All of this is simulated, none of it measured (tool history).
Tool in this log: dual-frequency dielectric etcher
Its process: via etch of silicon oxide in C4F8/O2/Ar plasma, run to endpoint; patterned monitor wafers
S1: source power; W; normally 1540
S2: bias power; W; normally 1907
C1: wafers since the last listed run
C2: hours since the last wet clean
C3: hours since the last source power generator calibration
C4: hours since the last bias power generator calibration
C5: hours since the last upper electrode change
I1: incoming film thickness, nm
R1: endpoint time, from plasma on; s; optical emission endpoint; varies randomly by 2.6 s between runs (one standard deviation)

run 1 day=0 | S1=1540 S2=1907 | C1=0 C2=298.9 C3=1563.8 C4=3567.1 C5=5078.7 | I1=1264.1 | R1=319.1
run 2 day=1.629 | S1=1380 S2=2128 | C1=192 C2=338 C3=1602.9 C4=3606.2 C5=5117.8 | I1=1266 | R1=334.1
-- day=2.742 wet clean of the chamber
run 3 day=6.1 | S1=1380 S2=2128 | C1=409 C2=80.6 C3=1710.2 C4=3713.5 C5=5225.1 | I1=1266.4 | R1=318
run 4 day=10.529 | S1=1540 S2=1907 | C1=522 C2=186.9 C3=1816.5 C4=3819.8 C5=5331.4 | I1=1255.1 | R1=315.2
run 5 day=14.333 | S1=1410 S2=1907 | C1=448 C2=278.2 C3=1907.8 C4=3911.1 C5=5422.7 | I1=1262.8 | R1=330
run 6 day=16.329 | S1=1410 S2=1907 | C1=235 C2=326.1 C3=1955.7 C4=3959 C5=5470.6 | I1=1264.6 | R1=337.9
-- day=19.058 wet clean of the chamber
run 7 day=19.079 | S1=1540 S2=1541 | C1=206 C2=0.5 C3=2021.7 C4=4025 C5=5536.6 | I1=1255.7 | R1=322.2
run 8 day=21.062 | S1=1540 S2=1541 | C1=233 C2=48.1 C3=2069.3 C4=4072.6 C5=5584.2 | I1=1261.1 | R1=325.1
run 9 day=23.771 | S1=1250 S2=1907 | C1=319 C2=113.1 C3=2134.3 C4=4137.6 C5=5649.2 | I1=1272.5 | R1=347.4
run 10 day=27.358 | S1=1820 S2=2061 | C1=423 C2=199.2 C3=2220.4 C4=4223.7 C5=5735.3 | I1=1267.3 | R1=291.4
-- day=28.962 bias power generator calibrated
-- day=35.171 wet clean of the chamber
run 11 day=35.379 | S1=1410 S2=1907 | C1=808 C2=5 C3=2412.9 C4=154 C5=5927.8 | I1=1254.2 | R1=319.3
run 12 day=37.271 | S1=1420 S2=1719 | C1=223 C2=50.4 C3=2458.3 C4=199.4 C5=5973.2 | I1=1247.6 | R1=323.2
run 13 day=39.329 | S1=1540 S2=1907 | C1=242 C2=99.8 C3=2507.7 C4=248.8 C5=6022.6 | I1=1267.7 | R1=318.1
run 14 day=41.479 | S1=1540 S2=1907 | C1=253 C2=151.4 C3=2559.3 C4=300.4 C5=6074.2 | I1=1261.4 | R1=325
-- day=43.996 upper electrode replaced
run 15 day=44.017 | S1=1540 S2=1907 | C1=181 C2=212.3 C3=2620.2 C4=361.3 C5=0.5 | I1=1252.3 | R1=318.9
-- day=51.025 source power generator calibrated
-- day=51.304 wet clean of the chamber
run 16 day=56.192 | S1=1880 S2=1907 | C1=1383 C2=117.3 C3=124 C4=653.5 C5=292.7 | I1=1269 | R1=299.2
run 17 day=59.592 | S1=1740 S2=1639 | C1=400 C2=198.9 C3=205.6 C4=735.1 C5=374.3 | I1=1250.5 | R1=317.9
run 18 day=62.829 | S1=1400 S2=1562 | C1=381 C2=276.6 C3=283.3 C4=812.8 C5=452 | I1=1261.5 | R1=350.9
run 19 day=65.933 | S1=1540 S2=2278 | C1=366 C2=351.1 C3=357.8 C4=887.3 C5=526.5 | I1=1275.8 | R1=318.1

4 ways to go on from here, each from the tool as it stands after run 19. What would each give?
run A day=65.954 | S1=1180 S2=1907 | C1=2 C2=351.6 C3=358.3 C4=887.8 C5=527 | I1=1258.3 | R1=?
run B day=65.954 | S1=1540 S2=2037 | C1=2 C2=351.6 C3=358.3 C4=887.8 C5=527 | I1=1258.3 | R1=?
run C day=65.954 | S1=1250 S2=2067 | C1=2 C2=351.6 C3=358.3 C4=887.8 C5=527 | I1=1258.3 | R1=?
run D day=65.954 | S1=1730 S2=2101 | C1=2 C2=351.6 C3=358.3 C4=887.8 C5=527 | I1=1258.3 | R1=?

run=A R1=359.9
run=B R1=321.8
run=C R1=345.9
run=D R1=306.1
The same runs, with their run-to-run variation unchanged, on a tool lacking any hidden condition would have given:
run=A R1=339.4
run=B R1=303.5
run=C R1=326.2
run=D R1=288.6

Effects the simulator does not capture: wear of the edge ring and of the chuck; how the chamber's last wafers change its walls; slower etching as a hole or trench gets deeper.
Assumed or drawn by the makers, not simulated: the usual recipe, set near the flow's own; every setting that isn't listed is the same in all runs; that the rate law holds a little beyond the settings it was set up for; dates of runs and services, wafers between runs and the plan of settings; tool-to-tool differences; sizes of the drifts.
